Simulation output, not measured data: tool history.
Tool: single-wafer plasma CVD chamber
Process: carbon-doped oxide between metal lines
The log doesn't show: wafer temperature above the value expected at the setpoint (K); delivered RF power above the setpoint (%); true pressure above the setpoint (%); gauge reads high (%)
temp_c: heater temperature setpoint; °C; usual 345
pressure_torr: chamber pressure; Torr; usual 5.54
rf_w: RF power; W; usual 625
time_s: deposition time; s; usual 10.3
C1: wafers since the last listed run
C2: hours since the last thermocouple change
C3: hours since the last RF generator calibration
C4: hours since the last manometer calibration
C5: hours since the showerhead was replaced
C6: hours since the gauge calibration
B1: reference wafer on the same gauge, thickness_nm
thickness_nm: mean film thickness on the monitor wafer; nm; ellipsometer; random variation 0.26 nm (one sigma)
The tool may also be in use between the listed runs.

run 1 hour=0.0 | temp_c=345 pressure_torr=5.54 rf_w=590 time_s=10.3 | C1=0 C2=286.3 C3=448.3 C4=1627.8 C5=3726.2 C6=1224.7 | B1=64.905 | thickness_nm=56.397
run 2 hour=47.9 | temp_c=345 pressure_torr=5.54 rf_w=550 time_s=10.3 | C1=1485 C2=334.2 C3=496.2 C4=1675.7 C5=3774.1 C6=1272.6 | B1=64.892 | thickness_nm=54.590
run 3 hour=139.7 | temp_c=345 pressure_torr=5.54 rf_w=550 time_s=10.3 | C1=2847 C2=426.0 C3=588.0 C4=1767.5 C5=3865.9 C6=1364.4 | B1=64.897 | thickness_nm=54.777
-- hour=159.3 capacitance manometer re-zeroed and calibrated
run 4 hour=243.1 | temp_c=340 pressure_torr=5.54 rf_w=655 time_s=10.3 | C1=2959 C2=529.4 C3=691.4 C4=83.8 C5=3969.3 C6=1467.8 | B1=64.858 | thickness_nm=59.973
run 5 hour=298.4 | temp_c=340 pressure_torr=5.54 rf_w=655 time_s=10.3 | C1=1715 C2=584.7 C3=746.7 C4=139.1 C5=4024.6 C6=1523.1 | B1=64.911 | thickness_nm=60.368
run 6 hour=373.8 | temp_c=345 pressure_torr=5.54 rf_w=625 time_s=10.3 | C1=2338 C2=660.1 C3=822.1 C4=214.5 C5=4100.0 C6=1598.5 | B1=64.934 | thickness_nm=57.822
run 7 hour=422.9 | temp_c=345 pressure_torr=5.54 rf_w=625 time_s=10.3 | C1=1522 C2=709.2 C3=871.2 C4=263.6 C5=4149.1 C6=1647.6 | B1=64.894 | thickness_nm=57.894
run 8 hour=486.9 | temp_c=345 pressure_torr=5.54 rf_w=625 time_s=10.3 | C1=1985 C2=773.2 C3=935.2 C4=327.6 C5=4213.1 C6=1711.6 | B1=64.873 | thickness_nm=58.100
run 9 hour=581.5 | temp_c=345 pressure_torr=5.54 rf_w=625 time_s=10.3 | C1=2934 C2=867.8 C3=1029.8 C4=422.2 C5=4307.7 C6=1806.2 | B1=64.923 | thickness_nm=57.436
run 10 hour=643.3 | temp_c=340 pressure_torr=5.54 rf_w=655 time_s=10.3 | C1=1916 C2=929.6 C3=1091.6 C4=484.0 C5=4369.5 C6=1868.0 | B1=64.889 | thickness_nm=60.249
-- hour=695.9 RF generator calibrated
-- hour=704.6 showerhead replaced
run 11 hour=716.0 | temp_c=345 pressure_torr=6.27 rf_w=625 time_s=10.3 | C1=1758 C2=1002.3 C3=20.1 C4=556.7 C5=11.4 C6=1940.7 | B1=64.928 | thickness_nm=58.620
run 12 hour=782.3 | temp_c=345 pressure_torr=4.77 rf_w=705 time_s=10.3 | C1=2056 C2=1068.6 C3=86.4 C4=623.0 C5=77.7 C6=2007.0 | B1=64.923 | thickness_nm=60.392
run 13 hour=845.4 | temp_c=345 pressure_torr=6.14 rf_w=625 time_s=10.3 | C1=1957 C2=1131.7 C3=149.5 C4=686.1 C5=140.8 C6=2070.1 | B1=64.959 | thickness_nm=58.791
run 14 hour=918.8 | temp_c=345 pressure_torr=5.54 rf_w=625 time_s=10.3 | C1=2276 C2=1205.1 C3=222.9 C4=759.5 C5=214.2 C6=2143.5 | B1=64.884 | thickness_nm=57.907
run 15 hour=992.7 | temp_c=332 pressure_torr=6.77 rf_w=625 time_s=10.3 | C1=2292 C2=1279.0 C3=296.8 C4=833.4 C5=288.1 C6=2217.4 | B1=64.962 | thickness_nm=61.430
run 16 hour=1081.2 | temp_c=355 pressure_torr=5.54 rf_w=730 time_s=10.3 | C1=2745 C2=1367.5 C3=385.3 C4=921.9 C5=376.6 C6=2305.9 | B1=64.922 | thickness_nm=60.652
-- hour=1102.3 thermocouple changed; heater temperature recalibrated
run 17 hour=1130.5 | temp_c=335 pressure_torr=5.54 rf_w=710 time_s=10.3 | C1=1281 C2=28.2 C3=434.6 C4=971.2 C5=425.9 C6=2355.2 | B1=64.908 | thickness_nm=63.539
run 18 hour=1169.9 | temp_c=345 pressure_torr=4.29 rf_w=670 time_s=10.3 | C1=1222 C2=67.6 C3=474.0 C4=1010.6 C5=465.3 C6=2394.6 | B1=64.906 | thickness_nm=58.160
run 19 hour=1213.5 | temp_c=345 pressure_torr=5.54 rf_w=590 time_s=10.3 | C1=1352 C2=111.2 C3=517.6 C4=1054.2 C5=508.9 C6=2438.2 | B1=65.003 | thickness_nm=56.015
-- hour=1287.5 gauge calibrated
run 20 hour=1306.9 | temp_c=350 pressure_torr=4.33 rf_w=695 time_s=11.7 | C1=2897 C2=204.6 C3=611.0 C4=1147.6 C5=602.3 C6=19.4 | B1=64.911 | thickness_nm=66.767
run 21 hour=1365.1 | temp_c=353 pressure_torr=5.54 rf_w=625 time_s=10.3 | C1=1805 C2=262.8 C3=669.2 C4=1205.8 C5=660.5 C6=77.6 | B1=64.896 | thickness_nm=56.450
run 22 hour=1426.2 | temp_c=345 pressure_torr=5.54 rf_w=625 time_s=10.3 | C1=1895 C2=323.9 C3=730.3 C4=1266.9 C5=721.6 C6=138.7 | B1=64.901 | thickness_nm=57.831
run 23 hour=1530.0 | temp_c=345 pressure_torr=5.54 rf_w=625 time_s=10.3 | C1=3219 C2=427.7 C3=834.1 C4=1370.7 C5=825.4 C6=242.5 | B1=64.894 | thickness_nm=58.248

Run 24 comes next. What will it give?
run 24 hour=1626.2 | temp_c=345 pressure_torr=5.54 rf_w=625 time_s=10.3 | C1=2983 C2=523.9 C3=930.3 C4=1466.9 C5=921.6 C6=338.7 | B1=? | thickness_nm=?

B1: 64.915
thickness_nm: 57.807 nm
Without the tool's hidden state the same run would have given thickness_nm 57.807 nm.

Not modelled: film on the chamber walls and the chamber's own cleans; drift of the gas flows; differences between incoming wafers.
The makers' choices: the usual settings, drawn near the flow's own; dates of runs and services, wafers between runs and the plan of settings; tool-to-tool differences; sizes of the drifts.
